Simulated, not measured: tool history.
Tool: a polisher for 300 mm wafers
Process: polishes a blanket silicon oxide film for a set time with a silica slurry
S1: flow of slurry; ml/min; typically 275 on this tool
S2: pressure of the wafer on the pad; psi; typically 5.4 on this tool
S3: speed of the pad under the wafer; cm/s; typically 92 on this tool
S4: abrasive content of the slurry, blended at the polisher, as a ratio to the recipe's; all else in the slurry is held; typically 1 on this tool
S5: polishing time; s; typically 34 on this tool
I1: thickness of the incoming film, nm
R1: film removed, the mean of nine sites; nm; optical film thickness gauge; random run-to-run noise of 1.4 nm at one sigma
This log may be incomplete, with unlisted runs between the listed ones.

Run 1, hour 0: usual settings but S4 0.85; I1 1633. Result: R1 100.4 nm.
At hour 11.2: slurry blender recalibrated.
Run 2, hour 15.5: usual settings; I1 1687.1. Result: R1 107.8 nm.
At hour 29.8: worn pad replaced by a new one.
Run 3, hour 30.3: usual settings; I1 1668.2. Result: R1 108.6 nm.
Run 4, hour 43.4: usual settings but S2 4.2 psi; I1 1667.3. Result: R1 81.6 nm.
Run 5, hour 50.9: usual settings; I1 1671.7. Result: R1 105.5 nm.
At hour 59.1: slurry nozzle cleaned.
Run 6, hour 64.1: usual settings; I1 1663.2. Result: R1 109.6 nm.
Run 7, hour 72.6: usual settings; I1 1676.9. Result: R1 112.2 nm.
Run 8, hour 89.6: usual settings but S1 305 ml/min, S2 4.2 psi, S3 66 cm/s, S4 1.2; I1 1663.5. Result: R1 77.9 nm.
Run 9, hour 101.3: usual settings but S3 104 cm/s; I1 1656.3. Result: R1 123 nm.
At hour 113.1: worn pad replaced by a new one.
At hour 115.3: conditioning disc replaced and pad reconditioned.
Run 10, hour 116.3: usual settings but S3 106 cm/s, S5 30 s; I1 1661.7. Result: R1 113.7 nm.
Run 11, hour 133.2: usual settings; I1 1671.6. Result: R1 116 nm.
Run 12, hour 142.4: usual settings; I1 1661.6. Result: R1 117.2 nm.
At hour 156.9: slurry blender recalibrated.
Run 13, hour 157.4: usual settings but S1 300 ml/min, S2 3.9 psi, S3 100 cm/s, S5 25 s; I1 1659. Result: R1 67.2 nm.
Run 14, hour 171.4: usual settings but S1 250 ml/min, S2 6.7 psi, S4 0.9; I1 1655.4. Result: R1 134.2 nm.
At hour 174.1: head pressure recalibrated.
Run 15, hour 177.7: usual settings; I1 1667.2. Result: R1 114.7 nm.
Run 16, hour 184.8: usual settings but S2 7.1 psi, S4 0.75; I1 1669.5. Result: R1 132.5 nm.
At hour 200.7: worn pad replaced by a new one.
Run 17, hour 201.2: usual settings; I1 1659.1. Result: R1 116.4 nm.
Run 18, hour 214.1: usual settings but S1 335 ml/min; I1 1674.1. Result: R1 117.5 nm.
Run 19, hour 230.9: usual settings but S3 114 cm/s; I1 1636.4. Result: R1 130.3 nm.
Run 20, hour 239.5: usual settings; I1 1629.3. Result: R1 115.2 nm.
Run 21, hour 257.5: usual settings; I1 1668.4. Result: R1 113.4 nm.
Run 22, hour 272.7: usual settings; I1 1679.9. Result: R1 113 nm.
Run 23, hour 280.9: usual settings but S1 370 ml/min, S2 6.6 psi, S3 110 cm/s; I1 1662.5. Result: R1 155.6 nm.
Run 24, hour 287.7: usual settings but S3 72 cm/s, S4 1.15, S5 24 s; I1 1644.2. Result: R1 72.2 nm.
At hour 301.7: slurry blender recalibrated.
At hour 302.2: worn pad replaced by a new one.
Run 25, hour 303.6: usual settings but S2 3.5 psi, S3 72 cm/s; I1 1685.9. Result: R1 62.2 nm.

Branching from run 25: 5 alternative next runs. What would each branch give?
Run A, hour 304: usual settings; I1 1639.8. Result: R1 ?.
Run B, hour 304: usual settings but S3 62 cm/s; I1 1639.8. Result: R1 ?.
Run C, hour 304: usual settings but S2 4.5 psi; I1 1639.8. Result: R1 ?.
Run D, hour 304: usual settings but S1 220 ml/min, S3 72 cm/s; I1 1639.8. Result: R1 ?.
Run E, hour 304: usual settings but S1 365 ml/min, S3 84 cm/s, S4 0.75, S5 45 s; I1 1639.8. Result: R1 ?.

run     R1
  A  113.6
  B   88.3
  C   95.3
  D   93.9
  E    128
Had the tool no hidden state, the same runs would have come out as:
run     R1
  A  120.8
  B   92.9
  C  100.6
  D   99.6
  E    135
